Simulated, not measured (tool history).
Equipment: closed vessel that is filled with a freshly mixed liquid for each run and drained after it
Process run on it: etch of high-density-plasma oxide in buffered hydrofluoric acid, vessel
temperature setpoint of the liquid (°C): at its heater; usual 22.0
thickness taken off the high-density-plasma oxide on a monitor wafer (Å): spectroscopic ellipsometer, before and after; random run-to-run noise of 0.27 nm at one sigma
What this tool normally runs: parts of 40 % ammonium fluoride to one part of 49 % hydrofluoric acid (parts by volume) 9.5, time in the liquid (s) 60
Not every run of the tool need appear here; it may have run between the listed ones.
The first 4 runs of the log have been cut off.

run   hour  temperature setpoint of the liquid (°C)  parts of 40 % ammonium fluoride to one part of 49 % hydrofluoric acid (parts by volume)  time in the liquid (s)  wafers since the last listed run  hours since the thermometer was replaced  hours since the hydrofluoric acid flow meter was replaced  hours since the gauge calibration  read-back film thickness of the high-density-plasma oxide reference wafer, read on the same gauge (nm)  thickness taken off the high-density-plasma oxide on a monitor wafer (Å)
  5   43.6                                     22.0                                                                                      9.5                      60                               956                                    2880.1                                                     1711.1                              158.0                                                                                                  129.98                                                                     710.5
  6   52.3                                     22.0                                                                                      9.5                      60                              1109                                    2888.8                                                     1719.8                              166.7                                                                                                  130.02                                                                     706.8
  7   68.4                                     21.0                                                                                      9.5                      60                              2054                                    2904.9                                                     1735.9                              182.8                                                                                                  129.99                                                                     670.8
  8   78.2                                     22.0                                                                                      9.5                      60                              1250                                    2914.7                                                     1745.7                              192.6                                                                                                  130.02                                                                     703.4
  9   86.3                                     25.0                                                                                      9.5                      60                              1033                                    2922.8                                                     1753.8                              200.7                                                                                                  129.97                                                                     835.5
 10   96.4                                     25.0                                                                                      9.5                      60                              1288                                    2932.9                                                     1763.9                              210.8                                                                                                  130.00                                                                     824.8
 11  113.5                                     22.0                                                                                     10.5                      60                              2181                                    2950.0                                                     1781.0                              227.9                                                                                                  130.00                                                                     641.9
 12  130.0                                     19.5                                                                                      9.5                      85                              2105                                    2966.5                                                     1797.5                              244.4                                                                                                  129.99                                                                     873.9
 13  139.3                                     18.5                                                                                      8.0                      60                              1186                                    2975.8                                                     1806.8                              253.7                                                                                                  130.01                                                                     670.7
 14  147.0                                     22.0                                                                                      6.0                      70                               982                                    2983.5                                                     1814.5                              261.4                                                                                                  129.99                                                                    1284.5
 15  155.6                                     22.0                                                                                      9.5                      60                              1097                                    2992.1                                                     1823.1                              270.0                                                                                                  130.01                                                                     705.3
 16  162.8                                     20.0                                                                                      7.5                      45                               918                                    2999.3                                                     1830.3                              277.2                                                                                                  130.00                                                                     578.7

What will run 17 give?
 17  170.7                                     19.0                                                                                     12.0                      80                              1007                                    3007.2                                                     1838.2                              285.1                                                                                                       ?                                                                         ?

{"run 17": {"read-back film thickness of the high-density-plasma oxide reference wafer, read on the same gauge (nm)": 130.0, "thickness taken off the high-density-plasma oxide on a monitor wafer (Å)": 635.9}}
If the tool had no hidden condition, the same run with the same run-to-run variation would have returned thickness taken off the high-density-plasma oxide on a monitor wafer (Å) 620.8.

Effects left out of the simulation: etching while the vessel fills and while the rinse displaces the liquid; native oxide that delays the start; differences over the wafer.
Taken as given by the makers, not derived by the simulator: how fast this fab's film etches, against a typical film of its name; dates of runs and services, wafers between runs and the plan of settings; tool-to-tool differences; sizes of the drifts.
